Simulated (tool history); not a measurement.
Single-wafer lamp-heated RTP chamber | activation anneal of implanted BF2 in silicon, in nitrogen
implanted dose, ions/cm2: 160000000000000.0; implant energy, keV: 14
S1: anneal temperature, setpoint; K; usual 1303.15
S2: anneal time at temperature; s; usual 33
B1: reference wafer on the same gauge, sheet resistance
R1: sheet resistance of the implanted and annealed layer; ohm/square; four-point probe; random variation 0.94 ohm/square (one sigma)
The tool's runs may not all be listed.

run,hour,S1,S2,B1,R1
1,0,1303.15,33,673.85,623.02
# hour 37.1: pyrometer window cleaned and pyrometer calibrated
2,44.5,1303.15,33,674.21,626.51
3,92.2,1303.15,33,674.27,625.13
4,193.6,1303.15,33,673.95,627.01
# hour 318.3: pyrometer window cleaned and pyrometer calibrated
5,435.4,1303.15,33,674,624.31
6,510.5,1303.15,33,674.01,623.62
7,547.6,1286.15,27,673.92,631.63
# hour 595.4: pyrometer window cleaned and pyrometer calibrated
8,612.3,1286.15,27,673.97,634.66
# hour 713.8: reflector plate cleaned
9,714.3,1303.15,33,674,625.96
10,770.9,1315.15,47,673.87,610.58
11,838.2,1288.15,44,673.93,623.45
# hour 906.4: pyrometer window cleaned and pyrometer calibrated
12,916.4,1331.15,39,674.11,607.71
13,1003,1314.15,13,674.06,639.06
# hour 1054.2: gauge calibrated
14,1106.9,1279.15,42,673.92,627.88
15,1171.6,1277.15,15,673.97,641.07
# hour 1187.4: pyrometer window cleaned and pyrometer calibrated
16,1232.9,1303.15,27,673.73,627.93
17,1370,1303.15,33,674.15,621.49
18,1452.2,1303.15,33,674,623.47
# hour 1487.1: pyrometer window cleaned and pyrometer calibrated
19,1552.1,1293.15,17,673.98,639.13

3 ways to go on from here, each from the tool as it stands after run 19. What would each give?
A,1552.5,1323.15,33,?,?
B,1552.5,1323.15,43,?,?
C,1552.5,1318.15,48,?,?

run,B1,R1
A,673.73,616.18
B,673.73,609.08
C,673.73,608.71
Without the tool's hidden state the same runs would have given:
run,R1
A,617.44
B,610.49
C,610.08
